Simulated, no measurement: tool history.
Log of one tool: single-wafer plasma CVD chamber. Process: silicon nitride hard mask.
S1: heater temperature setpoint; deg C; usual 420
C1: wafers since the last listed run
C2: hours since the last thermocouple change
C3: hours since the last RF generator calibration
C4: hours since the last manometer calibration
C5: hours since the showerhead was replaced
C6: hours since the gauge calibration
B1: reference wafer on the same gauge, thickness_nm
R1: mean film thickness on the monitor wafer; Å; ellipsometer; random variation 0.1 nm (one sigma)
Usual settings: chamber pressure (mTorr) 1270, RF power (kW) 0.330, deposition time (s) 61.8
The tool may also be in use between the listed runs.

{"run": 1, "day": 0.0, "S1": 420, "chamber pressure (mTorr)": 1270, "RF power (kW)": 0.33, "deposition time (s)": 61.8, "C1": 0, "C2": 1433.6, "C3": 1507.1, "C4": 1226.5, "C5": 7451.6, "C6": 56.9, "B1": 78.98, "R1": 659.72}
{"run": 2, "day": 1.733, "S1": 420, "chamber pressure (mTorr)": 1270, "RF power (kW)": 0.295, "deposition time (s)": 57.5, "C1": 597, "C2": 1475.2, "C3": 1548.7, "C4": 1268.1, "C5": 7493.2, "C6": 98.5, "B1": 78.986, "R1": 574.44}
{"run": 3, "day": 2.433, "S1": 420, "chamber pressure (mTorr)": 1270, "RF power (kW)": 0.33, "deposition time (s)": 53.1, "C1": 241, "C2": 1492.0, "C3": 1565.5, "C4": 1284.9, "C5": 7510.0, "C6": 115.3, "B1": 79.0, "R1": 567.35}
{"run": 4, "day": 2.779, "S1": 420, "chamber pressure (mTorr)": 1270, "RF power (kW)": 0.33, "deposition time (s)": 53.1, "C1": 119, "C2": 1500.3, "C3": 1573.8, "C4": 1293.2, "C5": 7518.3, "C6": 123.6, "B1": 79.025, "R1": 566.11}
{"run": 5, "day": 3.442, "S1": 420, "chamber pressure (mTorr)": 1270, "RF power (kW)": 0.33, "deposition time (s)": 53.1, "C1": 228, "C2": 1516.2, "C3": 1589.7, "C4": 1309.1, "C5": 7534.2, "C6": 139.5, "B1": 79.042, "R1": 567.45}
{"run": 6, "day": 3.854, "S1": 431, "chamber pressure (mTorr)": 1270, "RF power (kW)": 0.33, "deposition time (s)": 67.1, "C1": 142, "C2": 1526.1, "C3": 1599.6, "C4": 1319.0, "C5": 7544.1, "C6": 149.4, "B1": 79.019, "R1": 710.19}
{"run": 7, "day": 4.283, "S1": 420, "chamber pressure (mTorr)": 1270, "RF power (kW)": 0.33, "deposition time (s)": 61.8, "C1": 147, "C2": 1536.4, "C3": 1609.9, "C4": 1329.3, "C5": 7554.4, "C6": 159.7, "B1": 79.009, "R1": 657.92}
{"run": 8, "day": 4.738, "S1": 420, "chamber pressure (mTorr)": 1270, "RF power (kW)": 0.33, "deposition time (s)": 61.8, "C1": 156, "C2": 1547.3, "C3": 1620.8, "C4": 1340.2, "C5": 7565.3, "C6": 170.6, "B1": 78.975, "R1": 657.56}
{"day": 6.271, "done": "thermocouple changed; heater temperature recalibrated"}
{"day": 6.425, "done": "capacitance manometer re-zeroed and calibrated"}
{"day": 6.979, "done": "RF generator calibrated"}
{"day": 7.292, "done": "showerhead replaced"}
{"run": 9, "day": 7.312, "S1": 420, "chamber pressure (mTorr)": 1270, "RF power (kW)": 0.33, "deposition time (s)": 61.8, "C1": 495, "C2": 25.0, "C3": 8.0, "C4": 21.3, "C5": 0.5, "C6": 232.4, "B1": 78.99, "R1": 683.11}
{"run": 10, "day": 7.475, "S1": 411, "chamber pressure (mTorr)": 1270, "RF power (kW)": 0.285, "deposition time (s)": 61.8, "C1": 56, "C2": 28.9, "C3": 11.9, "C4": 25.2, "C5": 4.4, "C6": 236.3, "B1": 79.011, "R1": 632.22}
{"run": 11, "day": 8.125, "S1": 420, "chamber pressure (mTorr)": 1270, "RF power (kW)": 0.265, "deposition time (s)": 61.8, "C1": 224, "C2": 44.5, "C3": 27.5, "C4": 40.8, "C5": 20.0, "C6": 251.9, "B1": 78.958, "R1": 602.12}
{"day": 8.512, "done": "gauge calibrated"}
{"run": 12, "day": 8.738, "S1": 428, "chamber pressure (mTorr)": 1490, "RF power (kW)": 0.385, "deposition time (s)": 71.0, "C1": 211, "C2": 59.2, "C3": 42.2, "C4": 55.5, "C5": 34.7, "C6": 5.4, "B1": 78.995, "R1": 888.08}
{"run": 13, "day": 9.188, "S1": 420, "chamber pressure (mTorr)": 1440, "RF power (kW)": 0.33, "deposition time (s)": 70.7, "C1": 155, "C2": 70.0, "C3": 53.0, "C4": 66.3, "C5": 45.5, "C6": 16.2, "B1": 79.003, "R1": 809.25}

The next listed run, before its measurement:
{"run": 14, "day": 9.492, "S1": 420, "chamber pressure (mTorr)": 1270, "RF power (kW)": 0.33, "deposition time (s)": 61.8, "C1": 104, "C2": 77.3, "C3": 60.3, "C4": 73.6, "C5": 52.8, "C6": 23.5, "B1": "?", "R1": "?"}

Run 14 gave B1 78.970, R1 682.57 Å.
Without the tool's hidden state the same run would have given R1 683.80 Å.
